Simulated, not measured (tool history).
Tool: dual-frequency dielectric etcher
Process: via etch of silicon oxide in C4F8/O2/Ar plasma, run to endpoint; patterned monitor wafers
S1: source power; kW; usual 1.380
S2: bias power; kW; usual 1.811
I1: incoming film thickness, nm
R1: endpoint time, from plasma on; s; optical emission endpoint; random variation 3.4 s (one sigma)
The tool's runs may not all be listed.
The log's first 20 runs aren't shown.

run 21 hour=300.9 | S1=1.130 S2=2.038 | I1=2132.5 | R1=536.9
run 22 hour=315.9 | S1=1.660 S2=2.250 | I1=2174.2 | R1=470.6
-- hour=345.7 upper electrode replaced
run 23 hour=346.2 | S1=1.210 S2=2.239 | I1=2126.9 | R1=513.2
run 24 hour=346.7 | S1=1.170 S2=1.811 | I1=2116.0 | R1=549.8
run 25 hour=347.1 | S1=1.380 S2=1.811 | I1=2121.2 | R1=522.9
run 26 hour=360.3 | S1=1.540 S2=1.649 | I1=2108.7 | R1=522.6
run 27 hour=378.0 | S1=1.710 S2=1.927 | I1=2115.0 | R1=482.7
run 28 hour=391.4 | S1=1.380 S2=1.811 | I1=2126.6 | R1=532.9
run 29 hour=401.5 | S1=1.670 S2=1.811 | I1=2118.3 | R1=496.3
run 30 hour=411.6 | S1=1.380 S2=1.661 | I1=2139.5 | R1=551.1
run 31 hour=418.6 | S1=1.210 S2=2.128 | I1=2129.4 | R1=527.3
run 32 hour=426.5 | S1=1.380 S2=1.811 | I1=2123.1 | R1=536.0
run 33 hour=434.2 | S1=1.610 S2=1.465 | I1=2147.0 | R1=546.7

Forecast each of these 4 alternatives for the next run:
run A hour=434.7 | S1=1.380 S2=2.129 | I1=2123.9 | R1=?
run B hour=434.7 | S1=1.220 S2=1.811 | I1=2123.9 | R1=?
run C hour=434.7 | S1=1.180 S2=1.811 | I1=2123.9 | R1=?
run D hour=434.7 | S1=1.510 S2=2.005 | I1=2123.9 | R1=?

run=A R1=510.3
run=B R1=557.1
run=C R1=562.6
run=D R1=505.8
Without the tool's hidden state the same runs would have given:
run=A R1=495.4
run=B R1=540.8
run=C R1=546.2
run=D R1=491.0

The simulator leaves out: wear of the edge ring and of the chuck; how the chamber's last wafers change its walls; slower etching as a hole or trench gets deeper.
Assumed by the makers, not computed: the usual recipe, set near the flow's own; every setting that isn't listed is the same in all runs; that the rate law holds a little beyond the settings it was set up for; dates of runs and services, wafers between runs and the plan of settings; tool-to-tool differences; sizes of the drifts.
